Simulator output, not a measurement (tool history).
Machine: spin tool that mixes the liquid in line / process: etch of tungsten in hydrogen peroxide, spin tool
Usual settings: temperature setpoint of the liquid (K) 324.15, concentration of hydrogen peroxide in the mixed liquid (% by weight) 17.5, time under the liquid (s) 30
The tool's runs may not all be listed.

run     day  temperature setpoint of the liquid (K)  concentration of hydrogen peroxide in the mixed liquid (% by weight)  time under the liquid (s)  read-back film thickness of the tungsten reference wafer, read on the same gauge (nm)  thickness taken off the tungsten on a monitor wafer (angstrom)
  1       0                                  327.15                                                                  17.5                         30                                                                                     40                                                           783.1
  2   2.275                                  327.15                                                                  17.5                         30                                                                                     40                                                           791.3
  3   5.017                                  320.65                                                                  17.5                         30                                                                                     40                                                           521.2
  4   6.271                                  320.65                                                                  17.5                         30                                                                                     40                                                           518.2
  5   7.308                                  316.15                                                                  20.5                         30                                                                                  40.02                                                           419.7
  6  12.033                                  316.15                                                                  20.5                         30                                                                                  40.02                                                           414.6
     12.525  -- new drum of peroxide connected
  7  13.629                                  324.15                                                                  17.5                         30                                                                                     40                                                           641.3
     14.008  -- gauge calibrated
     15.429  -- thermometer replaced
  8  16.212                                  329.15                                                                  17.5                         30                                                                                  40.01                                                             868
  9  18.375                                  324.15                                                                  17.5                         30                                                                                     40                                                           631.6
      20.15  -- peroxide flow meter replaced
     20.975  -- heated supply line repaired
 10  21.112                                  330.65                                                                  17.5                         40                                                                                     40                                                          1591.1
 11  22.454                                  316.15                                                                  22.5                         45                                                                                  39.98                                                           844.6
 12  25.412                                  324.15                                                                  17.5                         30                                                                                  39.98                                                           808.3
 13  27.571                                  329.15                                                                  17.5                         50                                                                                  40.01                                                          1811.1
 14  30.471                                  316.65                                                                  17.5                         40                                                                                     40                                                           669.5

Results per run with the tool's hidden condition removed, run-to-run variation unchanged:
Hidden conditions of the tool in this case: liquid colder than its thermometer reads (K); peroxide flow above the setpoint (%); temperature lost on the way to the wafer (K); peroxide weaker than its label (%); gauge reads high (%).
run  thickness taken off the tungsten on a monitor wafer (angstrom)
  1                                                           984.9
  2                                                           998.9
  3                                                           667.3
  4                                                           664.6
  5                                                           542.9
  6                                                           540.5
  7                                                           827.4
  8                                                          1115.2
  9                                                             821
 10                                                          1610.7
 11                                                           857.6
 12                                                           824.2
 13                                                          1851.1
 14                                                           688.5
